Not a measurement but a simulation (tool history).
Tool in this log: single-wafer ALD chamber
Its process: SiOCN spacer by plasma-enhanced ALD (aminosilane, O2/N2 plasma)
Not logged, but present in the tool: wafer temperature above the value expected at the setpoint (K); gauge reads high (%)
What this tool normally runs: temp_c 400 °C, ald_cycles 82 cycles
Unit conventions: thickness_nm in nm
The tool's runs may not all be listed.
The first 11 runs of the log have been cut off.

run,day,temp_c,ald_cycles,wafers since the last listed run,hours since the last thermocouple change,hours since the gauge calibration,"read-back reference wafer on the same gauge, thickness_nm",thickness_nm
12,4.996,400,92,23,1107.2,190.5,4.039,5.414
13,5.512,400,92,37,1119.6,202.9,4.042,5.420
14,5.962,400,92,32,1130.4,213.7,4.038,5.436
15,6.462,400,82,36,1142.4,225.7,4.040,4.795
16,7.062,400,82,43,1156.8,240.1,4.042,4.820
17,7.592,400,82,38,1169.5,252.8,4.042,4.817
18,7.950,411,82,26,1178.1,261.4,4.043,4.643
19,8.458,411,82,36,1190.3,273.6,4.038,4.642
20,8.738,411,82,20,1197.0,280.3,4.036,4.633
21,9.062,400,82,23,1204.8,288.1,4.035,4.829
22,10.808,400,82,127,1246.7,330.0,4.044,4.832
23,11.075,414,88,19,1253.1,336.4,4.039,4.939
24,11.458,411,72,27,1262.3,345.6,4.037,4.111
25,12.075,400,82,44,1277.1,360.4,4.042,4.816
26,12.600,400,82,38,1289.7,373.0,4.041,4.811
27,13.054,389,88,33,1300.6,383.9,4.039,5.298
28,13.342,388,89,20,1307.5,390.8,4.038,5.333
29,13.900,400,73,40,1320.9,404.2,4.038,4.293
30,14.150,391,74,18,1326.9,410.2,4.038,4.457

Expected results for the next run?
31,14.612,400,82,33,1338.0,421.3,?,?

read-back reference wafer on the same gauge, thickness_nm: 4.041
thickness_nm: 4.825 nm
On a tool with no hidden condition, and with the same random variation, this run would have come out at thickness_nm 4.926 nm.

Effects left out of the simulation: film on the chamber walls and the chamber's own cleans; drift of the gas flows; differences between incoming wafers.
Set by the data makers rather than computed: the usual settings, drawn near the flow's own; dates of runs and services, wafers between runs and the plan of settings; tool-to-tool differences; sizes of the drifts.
